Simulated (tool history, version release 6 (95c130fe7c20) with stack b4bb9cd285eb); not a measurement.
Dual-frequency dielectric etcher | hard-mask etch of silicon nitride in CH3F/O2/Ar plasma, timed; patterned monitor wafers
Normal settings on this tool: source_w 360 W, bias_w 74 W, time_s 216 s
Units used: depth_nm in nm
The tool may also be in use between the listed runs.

run	hour	source_w	bias_w	time_s	wafers since the last listed run	hours since the last wet clean	hours since the last source power generator calibration	hours since the last bias power generator calibration	hours since the last upper electrode change	hours since the gauge calibration	read-back reference wafer on the same gauge, depth_nm	depth_nm
1	0	360	74	216	0	214.5	1284.5	1857	3764.2	1092.9	125	143.7
2	45.1	360	74	216	321	259.6	1329.6	1902.1	3809.3	1138	125	145.2
3	92.3	360	74	216	336	306.8	1376.8	1949.3	3856.5	1185.2	125.1	146.8
4	118.9	360	74	216	189	333.4	1403.4	1975.9	3883.1	1211.8	124.9	145.8
# hour 187.5: wet clean of the chamber
5	188	360	74	216	321	0.5	1472.5	2045	3952.2	1280.9	125.1	137.9
# hour 219.7: upper electrode replaced, of another model than before
6	220.2	360	74	216	58	32.7	1504.7	2077.2	0.5	1313.1	125	138.9
7	268.2	360	74	216	342	80.7	1552.7	2125.2	48.5	1361.1	125	141.9
8	338.3	360	74	216	499	150.8	1622.8	2195.3	118.6	1431.2	125	142.3
9	377.8	360	74	216	281	190.3	1662.3	2234.8	158.1	1470.7	124.9	144.2
# hour 406.5: gauge calibrated
10	416.4	410	74	216	275	228.9	1700.9	2273.4	196.7	9.9	125.1	147.5
11	459.9	440	66	171	309	272.4	1744.4	2316.9	240.2	53.4	125	107.7
12	511.1	300	86	216	364	323.6	1795.6	2368.1	291.4	104.6	125.1	155.6
# hour 596.1: wet clean of the chamber
13	596.6	290	83	194.5	438	0.5	1881.1	2453.6	376.9	190.1	125	132
# hour 612.9: bias power generator calibrated
14	640.3	360	74	255.5	282	44.2	1924.8	27.4	420.6	233.8	124.9	167.7
15	693	400	61	279	375	96.9	1977.5	80.1	473.3	286.5	125.1	157.9
16	736.7	440	61	216	311	140.6	2021.2	123.8	517	330.2	125	126.8
# hour 783: source power generator calibrated
17	806.5	360	74	216	468	210.4	23.5	193.6	586.8	400	125	142.3
18	831.3	360	74	216	176	235.2	48.3	218.4	611.6	424.8	125.1	143.5
19	903.3	360	74	216	513	307.2	120.3	290.4	683.6	496.8	124.9	144.6
# hour 952.4: wet clean of the chamber
20	952.9	440	74	155.5	182	0.5	169.9	340	733.2	546.4	125	103.9
21	1006.2	360	74	177.5	379	53.8	223.2	393.3	786.5	599.7	125	114.7
22	1125.1	400	91	280.5	847	172.7	342.1	512.2	905.4	718.6	124.9	221.6
23	1178.2	280	74	216	378	225.8	395.2	565.3	958.5	771.7	125	136.2
24	1226.9	360	74	255.5	347	274.5	443.9	614	1007.2	820.4	125.1	171.1
25	1257.5	450	85	193	218	305.1	474.5	644.6	1037.8	851	124.7	150.4
# hour 1328.9: wet clean of the chamber
26	1329.4	360	74	216	341	0.5	546.4	716.5	1109.7	922.9	125.2	140
27	1342.5	360	74	216	93	13.6	559.5	729.6	1122.8	936	125.1	140.6
28	1411.9	360	74	216	494	83	628.9	799	1192.2	1005.4	125.1	141.4

Entry by entry between the runs, the difference in hidden state between the last listed run before and the first listed run after:
Run 4 -> run 5: wet clean of the chamber (hour 187.5)
  etch rate over this chamber's usual, %: 4.81 -> -0.119
  measured minus no-state result, depth_nm: +6.7 -> -0.1 nm
Run 5 -> run 6: upper electrode replaced, of another model than before (hour 219.7)
  etch rate over this chamber's usual, %: -0.119 -> 0.311
  measured minus no-state result, depth_nm: -0.1 -> +0.4 nm
Run 9 -> run 10: gauge calibrated (hour 406.5)
  etch rate over this chamber's usual, %: 2.41 -> 2.93
  measured minus no-state result, depth_nm: +3.4 -> +4.2 nm
Run 12 -> run 13: wet clean of the chamber (hour 596.1)
  etch rate over this chamber's usual, %: 4.19 -> 0.208
  measured minus no-state result, depth_nm: +6.3 -> +0.3 nm
Run 13 -> run 14: bias power generator calibrated (hour 612.9)
  etch rate over this chamber's usual, %: 0.208 -> 0.791
  measured minus no-state result, depth_nm: +0.3 -> +1.3 nm
Run 16 -> run 17: source power generator calibrated (hour 783)
  etch rate over this chamber's usual, %: 2.08 -> 3.01
  measured minus no-state result, depth_nm: +2.6 -> +4.1 nm
Run 19 -> run 20: wet clean of the chamber (hour 952.4)
  etch rate over this chamber's usual, %: 4.3 -> -0.207
  measured minus no-state result, depth_nm: +6 -> -0.3 nm
Run 25 -> run 26: wet clean of the chamber (hour 1328.9)
  etch rate over this chamber's usual, %: 3.85 -> 0.347
  measured minus no-state result, depth_nm: +5.6 -> +0.5 nm
